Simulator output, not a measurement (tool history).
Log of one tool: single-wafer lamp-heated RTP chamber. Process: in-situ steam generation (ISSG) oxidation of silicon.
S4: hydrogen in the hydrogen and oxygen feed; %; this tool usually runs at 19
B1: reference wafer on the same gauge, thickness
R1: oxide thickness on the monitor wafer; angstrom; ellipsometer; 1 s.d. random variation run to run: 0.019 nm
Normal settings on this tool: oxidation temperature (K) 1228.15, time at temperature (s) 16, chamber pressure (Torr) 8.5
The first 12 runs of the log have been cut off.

{"run": 13, "hour": 226.1, "oxidation temperature (K)": 1234.15, "time at temperature (s)": 11, "chamber pressure (Torr)": 8.5, "S4": 15, "B1": 4.99, "R1": 34.74}
{"run": 14, "hour": 268.0, "oxidation temperature (K)": 1228.15, "time at temperature (s)": 16, "chamber pressure (Torr)": 10, "S4": 27, "B1": 4.99, "R1": 44.46}
{"run": 15, "hour": 281.7, "oxidation temperature (K)": 1212.15, "time at temperature (s)": 21, "chamber pressure (Torr)": 8.5, "S4": 16, "B1": 4.996, "R1": 42.93}
{"run": 16, "hour": 296.9, "oxidation temperature (K)": 1228.15, "time at temperature (s)": 16, "chamber pressure (Torr)": 8.5, "S4": 22, "B1": 4.984, "R1": 43.39}
{"hour": 298.0, "done": "gauge calibrated"}
{"run": 17, "hour": 308.5, "oxidation temperature (K)": 1239.15, "time at temperature (s)": 16, "chamber pressure (Torr)": 8.5, "S4": 19, "B1": 4.985, "R1": 43.39}
{"run": 18, "hour": 316.7, "oxidation temperature (K)": 1228.15, "time at temperature (s)": 16, "chamber pressure (Torr)": 8.5, "S4": 19, "B1": 4.994, "R1": 41.73}
{"run": 19, "hour": 323.3, "oxidation temperature (K)": 1228.15, "time at temperature (s)": 16, "chamber pressure (Torr)": 8.5, "S4": 19, "B1": 4.982, "R1": 41.89}
{"run": 20, "hour": 335.7, "oxidation temperature (K)": 1239.15, "time at temperature (s)": 16, "chamber pressure (Torr)": 8.5, "S4": 19, "B1": 4.988, "R1": 43.47}
{"run": 21, "hour": 351.1, "oxidation temperature (K)": 1228.15, "time at temperature (s)": 16, "chamber pressure (Torr)": 8.5, "S4": 19, "B1": 4.988, "R1": 41.97}
{"run": 22, "hour": 359.0, "oxidation temperature (K)": 1228.15, "time at temperature (s)": 16, "chamber pressure (Torr)": 8.5, "S4": 19, "B1": 4.989, "R1": 41.78}
{"run": 23, "hour": 366.9, "oxidation temperature (K)": 1228.15, "time at temperature (s)": 16, "chamber pressure (Torr)": 9.4, "S4": 14, "B1": 4.987, "R1": 38.61}
{"run": 24, "hour": 374.2, "oxidation temperature (K)": 1213.15, "time at temperature (s)": 11, "chamber pressure (Torr)": 9.9, "S4": 23, "B1": 4.991, "R1": 35.76}
{"run": 25, "hour": 384.7, "oxidation temperature (K)": 1237.15, "time at temperature (s)": 16, "chamber pressure (Torr)": 8.5, "S4": 15, "B1": 4.991, "R1": 40.77}
{"run": 26, "hour": 392.8, "oxidation temperature (K)": 1228.15, "time at temperature (s)": 21, "chamber pressure (Torr)": 8.5, "S4": 19, "B1": 4.986, "R1": 46.95}
{"run": 27, "hour": 408.2, "oxidation temperature (K)": 1228.15, "time at temperature (s)": 10, "chamber pressure (Torr)": 8.5, "S4": 19, "B1": 4.991, "R1": 34.94}
{"run": 28, "hour": 420.5, "oxidation temperature (K)": 1228.15, "time at temperature (s)": 16, "chamber pressure (Torr)": 8.5, "S4": 19, "B1": 4.991, "R1": 42.03}
{"run": 29, "hour": 430.7, "oxidation temperature (K)": 1244.15, "time at temperature (s)": 16, "chamber pressure (Torr)": 8.5, "S4": 24, "B1": 4.994, "R1": 46.42}
{"run": 30, "hour": 437.2, "oxidation temperature (K)": 1209.15, "time at temperature (s)": 12, "chamber pressure (Torr)": 7.4, "S4": 12, "B1": 4.986, "R1": 32.08}
{"run": 31, "hour": 451.4, "oxidation temperature (K)": 1219.15, "time at temperature (s)": 16, "chamber pressure (Torr)": 9.2, "S4": 14, "B1": 4.995, "R1": 38.35}
{"run": 32, "hour": 458.0, "oxidation temperature (K)": 1247.15, "time at temperature (s)": 16, "chamber pressure (Torr)": 9.5, "S4": 19, "B1": 4.994, "R1": 43.93}

What if the next run were any one of these 3? Each begins from the tool's condition after run 32:
{"run": "A", "hour": 458.5, "oxidation temperature (K)": 1237.15, "time at temperature (s)": 16, "chamber pressure (Torr)": 8.5, "S4": 19, "B1": "?", "R1": "?"}
{"run": "B", "hour": 458.5, "oxidation temperature (K)": 1217.15, "time at temperature (s)": 16, "chamber pressure (Torr)": 8.5, "S4": 19, "B1": "?", "R1": "?"}
{"run": "C", "hour": 458.5, "oxidation temperature (K)": 1228.15, "time at temperature (s)": 12, "chamber pressure (Torr)": 9.2, "S4": 19, "B1": "?", "R1": "?"}

run=A B1=4.993 R1=42.89
run=B B1=4.993 R1=40.54
run=C B1=4.993 R1=37.12
Take away the tool's hidden state, keep each run's random variation, and the runs would have read:
run=A R1=42.89
run=B R1=40.54
run=C R1=37.12
